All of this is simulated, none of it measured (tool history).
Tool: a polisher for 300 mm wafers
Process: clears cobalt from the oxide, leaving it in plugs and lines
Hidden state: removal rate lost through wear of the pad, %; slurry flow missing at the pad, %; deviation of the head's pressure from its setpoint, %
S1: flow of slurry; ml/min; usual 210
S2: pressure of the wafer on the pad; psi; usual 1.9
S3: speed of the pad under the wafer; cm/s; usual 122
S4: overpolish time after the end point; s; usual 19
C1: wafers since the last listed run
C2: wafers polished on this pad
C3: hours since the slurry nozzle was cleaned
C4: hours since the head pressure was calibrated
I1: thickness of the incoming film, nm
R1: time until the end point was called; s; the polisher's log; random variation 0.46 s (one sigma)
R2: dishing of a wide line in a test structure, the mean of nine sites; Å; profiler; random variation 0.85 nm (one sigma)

Run 1, hour 0: usual settings; C1 0; C2 1610; C3 186.5; C4 357.9; I1 284.3. Result: R1 43.3 s, R2 585 Å.
Run 2, hour 63.2: usual settings; C1 857; C2 2467; C3 249.7; C4 421.1; I1 291.1. Result: R1 44.5 s, R2 590 Å.
At hour 88.4: worn pad replaced by a new one.
Run 3, hour 89.7: usual settings; C1 305; C2 17; C3 276.2; C4 447.6; I1 286.7. Result: R1 41.8 s, R2 587 Å.
At hour 94.4: head pressure recalibrated.
Run 4, hour 132.2: usual settings; C1 549; C2 567; C3 318.7; C4 37.8; I1 289.7. Result: R1 43.7 s, R2 601 Å.
Run 5, hour 190.7: usual settings; C1 793; C2 1360; C3 377.2; C4 96.3; I1 289.8. Result: R1 43.8 s, R2 586 Å.
Run 6, hour 219.5: usual settings; C1 390; C2 1751; C3 406; C4 125.1; I1 287.7. Result: R1 43.4 s, R2 609 Å.
At hour 251.7: worn pad replaced by a new one.
Run 7, hour 259.4: usual settings; C1 487; C2 104; C3 445.9; C4 165; I1 291.6. Result: R1 42.8 s, R2 587 Å.
Run 8, hour 301.4: usual settings; C1 569; C2 674; C3 487.9; C4 207; I1 292. Result: R1 43.4 s, R2 594 Å.
Run 9, hour 327.9: usual settings but S4 21 s; C1 359; C2 1033; C3 514.4; C4 233.5; I1 286.3. Result: R1 42.8 s, R2 624 Å.
Run 10, hour 397: usual settings but S4 21 s; C1 937; C2 1970; C3 583.5; C4 302.6; I1 292.8. Result: R1 44.4 s, R2 596 Å.
At hour 416.7: worn pad replaced by a new one.
Run 11, hour 422.1: usual settings but S1 135 ml/min, S2 1.5 psi, S3 108 cm/s; C1 286; C2 73; C3 608.6; C4 327.7; I1 290.1. Result: R1 61.3 s, R2 505 Å.
Run 12, hour 466.3: usual settings; C1 599; C2 673; C3 652.8; C4 371.9; I1 287.8. Result: R1 43.1 s, R2 604 Å.
At hour 471: slurry nozzle cleaned.
Run 13, hour 534.7: usual settings but S2 2.1 psi, S3 88 cm/s; C1 914; C2 1587; C3 63.7; C4 440.3; I1 288.7. Result: R1 55.3 s, R2 526 Å.
Run 14, hour 597.1: usual settings but S4 21 s; C1 846; C2 2434; C3 126.1; C4 502.7; I1 292.2. Result: R1 43.8 s, R2 617 Å.
At hour 606.3: head pressure recalibrated.
Run 15, hour 625.1: usual settings but S3 80 cm/s; C1 352; C2 2786; C3 154.1; C4 18.8; I1 286. Result: R1 65.8 s, R2 485 Å.

Run 16 comes next. What will it give?
At hour 630.1: worn pad replaced by a new one.
Run 16, hour 694.7: usual settings but S1 190 ml/min, S3 108 cm/s, S4 14 s; C1 889; C2 875; C3 223.7; C4 88.4; I1 293.4. Result: R1 ?, R2 ?.

R1: 49.6 s
R2: 473 Å
Without the tool's hidden state the same run would have given R1 47.7 s, R2 484 Å.
